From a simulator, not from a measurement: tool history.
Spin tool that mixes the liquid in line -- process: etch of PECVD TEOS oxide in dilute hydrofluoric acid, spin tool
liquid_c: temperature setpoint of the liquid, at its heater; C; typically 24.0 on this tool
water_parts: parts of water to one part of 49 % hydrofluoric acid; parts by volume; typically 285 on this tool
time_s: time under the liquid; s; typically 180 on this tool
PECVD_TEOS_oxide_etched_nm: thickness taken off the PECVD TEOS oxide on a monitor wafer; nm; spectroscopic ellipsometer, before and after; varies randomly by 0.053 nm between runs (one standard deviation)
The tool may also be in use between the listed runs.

| run | hour | liquid_c | water_parts | time_s | wafers since the last listed run | hours since the thermometer was replaced | hours since the hydrofluoric acid flow meter was replaced | hours since the gauge calibration | read-back film thickness of the PECVD TEOS oxide reference wafer, read on the same gauge (nm) | PECVD_TEOS_oxide_etched_nm |
|---|---|---|---|---|---|---|---|---|---|---|
| 1 | 0.0 | 24.0 | 285 | 180 | 0 | 1416.2 | 1885.0 | 1227.0 | 150.01 | 5.18 |
|  | 8.3 | hydrofluoric acid flow meter replaced |
| 2 | 14.0 | 24.0 | 285 | 180 | 63 | 1430.2 | 5.7 | 1241.0 | 149.99 | 6.01 |
| 3 | 35.0 | 24.0 | 285 | 180 | 102 | 1451.2 | 26.7 | 1262.0 | 149.99 | 6.10 |
| 4 | 66.4 | 24.0 | 285 | 180 | 153 | 1482.6 | 58.1 | 1293.4 | 150.02 | 6.04 |
| 5 | 102.2 | 20.5 | 285 | 180 | 175 | 1518.4 | 93.9 | 1329.2 | 150.02 | 5.23 |
|  | 105.1 | gauge calibrated |
| 6 | 124.5 | 24.0 | 285 | 180 | 109 | 1540.7 | 116.2 | 19.4 | 150.01 | 6.03 |
| 7 | 213.2 | 24.0 | 285 | 180 | 433 | 1629.4 | 204.9 | 108.1 | 150.03 | 5.95 |
| 8 | 246.7 | 24.0 | 285 | 180 | 163 | 1662.9 | 238.4 | 141.6 | 149.97 | 5.89 |
| 9 | 276.0 | 24.0 | 285 | 180 | 143 | 1692.2 | 267.7 | 170.9 | 150.02 | 5.85 |
| 10 | 304.4 | 27.0 | 285 | 180 | 138 | 1720.6 | 296.1 | 199.3 | 149.97 | 6.41 |
| 11 | 326.0 | 27.0 | 200 | 180 | 105 | 1742.2 | 317.7 | 220.9 | 150.01 | 10.39 |
| 12 | 351.1 | 19.5 | 245 | 90 | 122 | 1767.3 | 342.8 | 246.0 | 149.98 | 2.96 |
| 13 | 372.0 | 24.0 | 285 | 180 | 102 | 1788.2 | 363.7 | 266.9 | 150.00 | 5.82 |
| 14 | 392.6 | 26.5 | 210 | 180 | 100 | 1808.8 | 384.3 | 287.5 | 150.00 | 9.41 |
| 15 | 410.4 | 24.0 | 195 | 180 | 87 | 1826.6 | 402.1 | 305.3 | 150.00 | 9.26 |
| 16 | 444.8 | 24.0 | 285 | 105 | 168 | 1861.0 | 436.5 | 339.7 | 149.98 | 3.38 |
| 17 | 462.8 | 19.0 | 185 | 75 | 88 | 1879.0 | 454.5 | 357.7 | 150.01 | 3.38 |
| 18 | 479.3 | 24.0 | 325 | 180 | 80 | 1895.5 | 471.0 | 374.2 | 149.98 | 4.88 |
| 19 | 497.0 | 21.0 | 400 | 150 | 86 | 1913.2 | 488.7 | 391.9 | 149.99 | 2.81 |
| 20 | 517.0 | 24.0 | 375 | 180 | 97 | 1933.2 | 508.7 | 411.9 | 150.02 | 4.02 |
|  | 520.6 | thermometer replaced |
| 21 | 543.8 | 24.0 | 285 | 180 | 126 | 23.2 | 535.5 | 438.7 | 150.00 | 5.74 |
| 22 | 577.1 | 24.0 | 410 | 180 | 162 | 56.5 | 568.8 | 472.0 | 150.00 | 3.54 |
| 23 | 604.1 | 24.0 | 380 | 180 | 132 | 83.5 | 595.8 | 499.0 | 150.01 | 3.94 |
| 24 | 624.2 | 22.0 | 285 | 180 | 98 | 103.6 | 615.9 | 519.1 | 150.04 | 5.40 |
| 25 | 646.5 | 21.0 | 230 | 290 | 109 | 125.9 | 638.2 | 541.4 | 150.03 | 10.83 |
| 26 | 678.6 | 24.0 | 285 | 180 | 156 | 158.0 | 670.3 | 573.5 | 150.03 | 5.72 |
| 27 | 708.7 | 24.0 | 285 | 180 | 147 | 188.1 | 700.4 | 603.6 | 150.01 | 5.64 |
| 28 | 742.7 | 28.5 | 285 | 180 | 166 | 222.1 | 734.4 | 637.6 | 150.02 | 6.59 |
| 29 | 768.2 | 24.0 | 285 | 120 | 124 | 247.6 | 759.9 | 663.1 | 150.05 | 3.75 |
| 30 | 792.3 | 26.5 | 210 | 180 | 117 | 271.7 | 784.0 | 687.2 | 150.02 | 9.09 |
| 31 | 823.4 | 25.5 | 285 | 130 | 152 | 302.8 | 815.1 | 718.3 | 149.98 | 4.33 |
| 32 | 839.6 | 24.0 | 285 | 180 | 79 | 319.0 | 831.3 | 734.5 | 149.99 | 5.55 |
| 33 | 860.6 | 22.0 | 390 | 150 | 102 | 340.0 | 852.3 | 755.5 | 150.01 | 2.89 |
| 34 | 883.8 | 28.5 | 415 | 85 | 113 | 363.2 | 875.5 | 778.7 | 149.98 | 1.83 |

Predict each of these 3 candidate next runs independently; none follows another, all start after run 34:
| A | 884.3 | 24.0 | 200 | 180 | 2 | 363.7 | 876.0 | 779.2 | ? | ? |
| B | 884.3 | 19.0 | 420 | 135 | 2 | 363.7 | 876.0 | 779.2 | ? | ? |
| C | 884.3 | 21.0 | 285 | 240 | 2 | 363.7 | 876.0 | 779.2 | ? | ? |

| run | read-back film thickness of the PECVD TEOS oxide reference wafer, read on the same gauge (nm) | PECVD_TEOS_oxide_etched_nm |
|---|---|---|
| A | 150.00 | 8.80 |
| B | 150.00 | 2.13 |
| C | 150.00 | 6.75 |
Take away the tool's hidden state, keep each run's random variation, and the runs would have read:
| run | PECVD_TEOS_oxide_etched_nm |
|---|---|
| A | 9.55 |
| B | 2.33 |
| C | 7.36 |
